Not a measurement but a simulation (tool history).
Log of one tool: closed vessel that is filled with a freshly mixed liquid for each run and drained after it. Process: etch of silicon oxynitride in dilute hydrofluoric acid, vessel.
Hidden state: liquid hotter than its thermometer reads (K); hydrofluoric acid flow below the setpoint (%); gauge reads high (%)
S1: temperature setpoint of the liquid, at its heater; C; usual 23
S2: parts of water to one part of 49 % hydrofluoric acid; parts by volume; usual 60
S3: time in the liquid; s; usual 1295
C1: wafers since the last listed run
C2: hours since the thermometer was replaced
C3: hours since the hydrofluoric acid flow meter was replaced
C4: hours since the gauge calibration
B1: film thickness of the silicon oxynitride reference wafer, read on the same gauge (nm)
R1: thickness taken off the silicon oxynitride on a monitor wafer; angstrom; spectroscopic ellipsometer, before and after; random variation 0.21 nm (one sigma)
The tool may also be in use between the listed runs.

run    hour    S1  S2    S3    C1      C2     C3     C4      B1     R1
  1       0  20.5  60  1295     0   291.4  310.4  163.9  109.99  348.3
  2    28.4    23  60  1295  1195   319.8  338.8  192.3  109.99  393.4
  3    78.1    23  60  1295  2091   369.5  388.5    242  110.02  398.2
  4   116.2    23  60  1295  1603   407.6  426.6  280.1     110    395
  5     188    23  60  1295  3022   479.4  498.4  351.9  110.01  396.5
  6   242.5    23  60  1295  2294   533.9  552.9  406.4  110.01  395.5
  7   302.1    23  60  1295  2508   593.5  612.5    466  109.99  395.3
  8   351.9    23  60  1295  2096   643.3  662.3  515.8  110.01  394.6
  9   388.4    23  60  1295  1536   679.8  698.8  552.3     110  396.9
 10   451.9    23  60  1295  2672   743.3  762.3  615.8  110.01  396.9
 11   477.8  21.5  60  1295  1090   769.2  788.2  641.7  110.01  362.1
 12   514.6  21.5  60  1295  1548     806    825  678.5  110.01  366.4
 13   538.8    23  60  1295  1018   830.2  849.2  702.7     110  393.3
      558.7  -- hydrofluoric acid flow meter replaced
 14   564.4    23  60  1295  1035   855.8    5.7  728.3  109.99  395.7
 15   625.5    23  70  1695  2571   916.9   66.8  789.4     110  438.5
 16   677.8  18.5  60  1295  2201   969.2  119.1  841.7     110  318.9
 17     746    23  60  1295  2870  1037.4  187.3  909.9  110.01  396.4
 18   801.9    23  60  1295  2352  1093.3  243.2  965.8     110  396.3
      844.2  -- gauge calibrated
      848.5  -- thermometer replaced
 19   872.7  27.5  35   615  2938    24.2    314   28.5     110  407.2
 20   908.7    23  50  1295  1515    60.2    350   64.5  109.99  476.4
 21   959.8    25  50  1845  2150   111.3  401.1  115.6  109.98  756.8
 22  1018.7    23  80  1295  2479   170.2    460  174.5  110.01  290.7
 23  1045.5  21.5  60   690  1128     197  486.8  201.3  109.99  196.2
 24  1089.2    27  60  1075  1839   240.7  530.5    245  110.01  397.6
 25  1131.9  20.5  30   590  1797   283.4  573.2  287.7  110.01  324.8
 26  1184.4    26  70   630  2209   335.9  625.7  340.2  110.01  188.8
 27  1237.4    23  60  1295  2230   388.9  678.7  393.2     110  396.7
 28  1292.2    23  50  1295  2306   443.7  733.5    448  109.99  475.9
 29    1363    23  60  1295  2980   514.5  804.3  518.8  109.99  395.6
 30  1387.3  24.5  45  1885  1022   538.8  828.6  543.1  110.02    832

3 ways to go on from here, each from the tool as it stands after run 30. What would each give?
  A  1388.3  19.5  60  1295  42  539.8  829.6  544.1   ?   ?
  B  1388.3    23  35  1295  42  539.8  829.6  544.1   ?   ?
  C  1388.3    23  45  1295  42  539.8  829.6  544.1   ?   ?

run      B1     R1
  A  109.99  333.2
  B  109.99  692.5
  C  109.99  534.7
Without the tool's hidden state the same runs would have given:
run     R1
  A  333.2
  B  692.5
  C  534.7

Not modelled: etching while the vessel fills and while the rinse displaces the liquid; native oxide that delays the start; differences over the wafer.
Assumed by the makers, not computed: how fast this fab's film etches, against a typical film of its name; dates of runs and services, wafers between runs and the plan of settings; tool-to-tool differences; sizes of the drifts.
